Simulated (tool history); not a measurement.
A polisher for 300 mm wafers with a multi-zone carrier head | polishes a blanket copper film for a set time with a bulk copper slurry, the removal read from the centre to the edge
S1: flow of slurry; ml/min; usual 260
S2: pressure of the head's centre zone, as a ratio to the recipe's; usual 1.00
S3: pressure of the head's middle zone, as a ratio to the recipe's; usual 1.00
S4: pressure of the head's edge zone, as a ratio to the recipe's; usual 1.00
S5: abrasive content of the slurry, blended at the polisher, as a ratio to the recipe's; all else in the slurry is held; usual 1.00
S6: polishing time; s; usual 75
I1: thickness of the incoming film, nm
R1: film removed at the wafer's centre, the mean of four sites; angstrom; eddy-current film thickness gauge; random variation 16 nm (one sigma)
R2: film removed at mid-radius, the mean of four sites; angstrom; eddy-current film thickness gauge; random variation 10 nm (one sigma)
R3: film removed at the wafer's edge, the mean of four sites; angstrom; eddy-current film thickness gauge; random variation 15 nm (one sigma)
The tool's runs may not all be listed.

run 1 day=0.000 | S1=260 S2=1.00 S3=1.00 S4=1.00 S5=1.00 S6=75 | I1=2955.2 | R1=11364 R2=11196 R3=11514
run 2 day=3.033 | S1=260 S2=1.00 S3=1.00 S4=1.00 S5=1.00 S6=75 | I1=2972.3 | R1=11480 R2=11158 R3=11239
run 3 day=5.067 | S1=260 S2=1.00 S3=1.00 S4=1.00 S5=1.00 S6=75 | I1=2983.3 | R1=11286 R2=10760 R3=11442
-- day=6.829 centre zone pressure recalibrated
-- day=6.888 worn pad replaced by a new one
run 4 day=8.533 | S1=260 S2=1.00 S3=1.00 S4=1.00 S5=1.00 S6=75 | I1=3003.1 | R1=11878 R2=11891 R3=12028
run 5 day=11.038 | S1=260 S2=1.00 S3=1.00 S4=1.00 S5=1.00 S6=75 | I1=2948.3 | R1=12135 R2=11502 R3=11705
-- day=12.792 slurry nozzle cleaned
run 6 day=14.762 | S1=260 S2=1.00 S3=1.00 S4=1.00 S5=1.00 S6=75 | I1=3007.0 | R1=12222 R2=11806 R3=11804
run 7 day=17.329 | S1=260 S2=1.00 S3=1.00 S4=1.00 S5=1.00 S6=75 | I1=3023.6 | R1=11613 R2=11665 R3=11578
run 8 day=19.967 | S1=260 S2=1.00 S3=1.00 S4=1.00 S5=1.00 S6=59 | I1=2976.4 | R1=9129 R2=9078 R3=8976
-- day=22.008 centre zone pressure recalibrated
run 9 day=22.396 | S1=340 S2=0.88 S3=1.00 S4=1.00 S5=1.00 S6=97 | I1=2999.6 | R1=14318 R2=14853 R3=15281
-- day=23.138 worn pad replaced by a new one
-- day=23.304 edge zone pressure recalibrated
run 10 day=26.192 | S1=230 S2=1.00 S3=1.11 S4=1.00 S5=1.00 S6=75 | I1=3044.4 | R1=11988 R2=12891 R3=11956
run 11 day=27.912 | S1=260 S2=1.00 S3=1.00 S4=1.00 S5=1.00 S6=88 | I1=3009.2 | R1=13954 R2=13777 R3=13883
run 12 day=36.762 | S1=260 S2=1.00 S3=1.00 S4=1.09 S5=1.15 S6=75 | I1=3000.0 | R1=11836 R2=11607 R3=12048
-- day=37.942 worn pad replaced by a new one
-- day=38.658 carrier head's membrane replaced by a new one
-- day=39.500 centre zone pressure recalibrated
run 13 day=42.275 | S1=260 S2=0.92 S3=1.00 S4=1.03 S5=0.80 S6=75 | I1=2926.9 | R1=10179 R2=10931 R3=10938
-- day=43.500 slurry nozzle cleaned
run 14 day=44.896 | S1=260 S2=0.97 S3=1.00 S4=1.06 S5=1.00 S6=75 | I1=2975.2 | R1=12179 R2=12024 R3=12296
-- day=45.688 edge zone pressure recalibrated
run 15 day=48.871 | S1=260 S2=0.96 S3=1.00 S4=0.90 S5=1.00 S6=54 | I1=2943.0 | R1=8307 R2=8407 R3=8273
run 16 day=52.617 | S1=260 S2=1.00 S3=1.00 S4=1.00 S5=1.00 S6=59 | I1=2987.8 | R1=9161 R2=8820 R3=8998
-- day=53.546 worn pad replaced by a new one
run 17 day=56.842 | S1=260 S2=1.00 S3=1.00 S4=1.00 S5=1.00 S6=75 | I1=2952.0 | R1=11873 R2=11744 R3=12162
-- day=57.467 centre zone pressure recalibrated
run 18 day=59.908 | S1=260 S2=1.00 S3=1.00 S4=1.00 S5=1.00 S6=75 | I1=2964.2 | R1=11708 R2=11395 R3=11872
run 19 day=61.892 | S1=260 S2=1.00 S3=1.10 S4=1.00 S5=1.00 S6=75 | I1=2956.6 | R1=11518 R2=12362 R3=11566
run 20 day=63.971 | S1=260 S2=0.89 S3=1.00 S4=1.07 S5=1.00 S6=75 | I1=2980.3 | R1=10808 R2=11398 R3=11768

Forecast each of these 5 alternatives for the next run:
run A day=63.988 | S1=260 S2=1.00 S3=1.00 S4=1.00 S5=0.90 S6=75 | I1=3010.9 | R1=? R2=? R3=?
run B day=63.988 | S1=320 S2=1.00 S3=0.94 S4=1.04 S5=1.15 S6=75 | I1=3010.9 | R1=? R2=? R3=?
run C day=63.988 | S1=260 S2=1.00 S3=1.00 S4=1.00 S5=0.85 S6=64 | I1=3010.9 | R1=? R2=? R3=?
run D day=63.988 | S1=310 S2=1.12 S3=0.97 S4=1.09 S5=1.00 S6=75 | I1=3010.9 | R1=? R2=? R3=?
run E day=63.988 | S1=235 S2=1.00 S3=1.00 S4=1.11 S5=0.75 S6=75 | I1=3010.9 | R1=? R2=? R3=?

run=A R1=10973 R2=10793 R3=11150
run=B R1=12204 R2=11373 R3=12495
run=C R1=9170 R2=9019 R3=9318
run=D R1=12372 R2=11104 R3=12098
run=E R1=10118 R2=9963 R3=10723
Without the tool's hidden state the same runs would have given:
run=A R1=12187 R2=11929 R3=12190
run=B R1=13468 R2=12500 R3=13607
run=C R1=10184 R2=9968 R3=10186
run=D R1=13666 R2=12215 R3=13183
run=E R1=11274 R2=11043 R3=11745
